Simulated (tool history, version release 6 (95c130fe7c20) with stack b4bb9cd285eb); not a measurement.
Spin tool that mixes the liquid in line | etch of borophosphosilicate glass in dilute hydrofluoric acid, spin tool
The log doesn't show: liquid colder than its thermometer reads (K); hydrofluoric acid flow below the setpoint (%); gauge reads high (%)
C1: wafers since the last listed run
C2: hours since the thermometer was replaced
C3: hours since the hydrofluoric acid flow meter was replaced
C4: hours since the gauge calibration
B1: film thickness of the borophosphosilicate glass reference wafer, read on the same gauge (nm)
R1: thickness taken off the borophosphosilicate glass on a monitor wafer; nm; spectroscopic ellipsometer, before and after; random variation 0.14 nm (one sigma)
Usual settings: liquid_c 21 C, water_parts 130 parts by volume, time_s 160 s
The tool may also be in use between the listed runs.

Run 1, hour 0: usual settings but time_s 215 s; C1 0; C2 407.5; C3 1510.2; C4 595.4; B1 150. Result: R1 59.47 nm.
Run 2, hour 25.6: usual settings; C1 221; C2 433.1; C3 1535.8; C4 621; B1 149.98. Result: R1 44.52 nm.
Run 3, hour 49.7: usual settings; C1 208; C2 457.2; C3 1559.9; C4 645.1; B1 150.01. Result: R1 44.75 nm.
Run 4, hour 89.3: usual settings; C1 342; C2 496.8; C3 1599.5; C4 684.7; B1 149.95. Result: R1 44.36 nm.
Run 5, hour 134.7: usual settings; C1 392; C2 542.2; C3 1644.9; C4 730.1; B1 149.99. Result: R1 44.46 nm.
Run 6, hour 174.6: usual settings; C1 345; C2 582.1; C3 1684.8; C4 770; B1 150.04. Result: R1 44.48 nm.
Run 7, hour 264.5: usual settings; C1 777; C2 672; C3 1774.7; C4 859.9; B1 149.96. Result: R1 44.56 nm.
Run 8, hour 311.1: usual settings but water_parts 160 parts by volume; C1 403; C2 718.6; C3 1821.3; C4 906.5; B1 150. Result: R1 34.71 nm.
Run 9, hour 378.6: usual settings but water_parts 160 parts by volume; C1 584; C2 786.1; C3 1888.8; C4 974; B1 150.01. Result: R1 34.68 nm.
Run 10, hour 406.7: usual settings; C1 243; C2 814.2; C3 1916.9; C4 1002.1; B1 149.99. Result: R1 44.2 nm.
Run 11, hour 439.6: usual settings; C1 284; C2 847.1; C3 1949.8; C4 1035; B1 150. Result: R1 44.26 nm.
Run 12, hour 493.3: usual settings; C1 464; C2 900.8; C3 2003.5; C4 1088.7; B1 149.99. Result: R1 44.08 nm.
Run 13, hour 552: usual settings; C1 507; C2 959.5; C3 2062.2; C4 1147.4; B1 150.06. Result: R1 43.91 nm.
Run 14, hour 581.9: usual settings; C1 258; C2 989.4; C3 2092.1; C4 1177.3; B1 150. Result: R1 43.95 nm.
Run 15, hour 628.4: usual settings; C1 402; C2 1035.9; C3 2138.6; C4 1223.8; B1 150.05. Result: R1 44.06 nm.
At hour 656: thermometer replaced.
Run 16, hour 675: usual settings; C1 394; C2 19; C3 2185.2; C4 1270.4; B1 150. Result: R1 42.63 nm.
Run 17, hour 744.1: usual settings but liquid_c 26 C, water_parts 100 parts by volume, time_s 85 s; C1 597; C2 88.1; C3 2254.3; C4 1339.5; B1 149.99. Result: R1 37.12 nm.
At hour 752.1: gauge calibrated.
At hour 758.5: hydrofluoric acid flow meter replaced.
Run 18, hour 814.2: usual settings; C1 597; C2 158.2; C3 55.7; C4 62.1; B1 150.04. Result: R1 42.5 nm.
Run 19, hour 861.7: usual settings but liquid_c 24 C, water_parts 80 parts by volume; C1 411; C2 205.7; C3 103.2; C4 109.6; B1 149.98. Result: R1 82.39 nm.
Run 20, hour 931.3: usual settings but liquid_c 17.5 C, water_parts 155 parts by volume, time_s 190 s; C1 602; C2 275.3; C3 172.8; C4 179.2; B1 150.02. Result: R1 35.7 nm.
At hour 963.4: thermometer replaced, repeated, since the last time left the tool worse.
Run 21, hour 992.1: usual settings but liquid_c 18 C, time_s 250 s; C1 517; C2 28.7; C3 233.6; C4 240; B1 150.03. Result: R1 62.48 nm.
Run 22, hour 1028.8: usual settings but liquid_c 17 C, water_parts 165 parts by volume, time_s 85 s; C1 317; C2 65.4; C3 270.3; C4 276.7; B1 150.01. Result: R1 15.48 nm.
Run 23, hour 1055.3: usual settings but time_s 255 s; C1 229; C2 91.9; C3 296.8; C4 303.2; B1 150. Result: R1 71.51 nm.
Run 24, hour 1098.1: usual settings but water_parts 65 parts by volume; C1 370; C2 134.7; C3 339.6; C4 346; B1 150.04. Result: R1 96.68 nm.
Run 25, hour 1123.1: usual settings but liquid_c 17 C, water_parts 80 parts by volume, time_s 100 s; C1 216; C2 159.7; C3 364.6; C4 371; B1 149.97. Result: R1 40.75 nm.
Run 26, hour 1181.4: usual settings but liquid_c 22.5 C, water_parts 170 parts by volume; C1 504; C2 218; C3 422.9; C4 429.3; B1 150. Result: R1 34.76 nm.
Run 27, hour 1222.3: usual settings but liquid_c 18.5 C, water_parts 190 parts by volume, time_s 80 s; C1 353; C2 258.9; C3 463.8; C4 470.2; B1 149.98. Result: R1 13.06 nm.
Run 28, hour 1248.2: usual settings but liquid_c 23 C, water_parts 110 parts by volume, time_s 90 s; C1 224; C2 284.8; C3 489.7; C4 496.1; B1 150.04. Result: R1 33.13 nm.
Run 29, hour 1281.7: usual settings; C1 289; C2 318.3; C3 523.2; C4 529.6; B1 150. Result: R1 44.58 nm.
Run 30, hour 1319.4: usual settings but liquid_c 25 C, water_parts 160 parts by volume, time_s 200 s; C1 326; C2 356; C3 560.9; C4 567.3; B1 149.99. Result: R1 51.15 nm.
Run 31, hour 1377.7: usual settings; C1 504; C2 414.3; C3 619.2; C4 625.6; B1 149.97. Result: R1 44.24 nm.

Measured less the same run without the tool's hidden state. The same run-to-run variation is in both; the gauge's scatter may not be:
run     R1
  1  -0.79
  2  -0.62
  3  -0.65
  4   -0.7
  5  -0.76
  6  -0.79
  7   -0.9
  8  -0.73
  9   -0.8
 10  -1.07
 11  -1.11
 12  -1.16
 13  -1.23
 14  -1.26
 15  -1.33
 16  -2.53
 17  -2.21
 18  -2.67
 19  -5.37
 20  -2.43
 21  -0.37
 22  -0.11
 23  -0.51
 24  -0.85
 25   -0.4
 26  -0.36
 27  -0.15
 28  -0.41
 29  -0.59
 30   -0.7
 31  -0.71
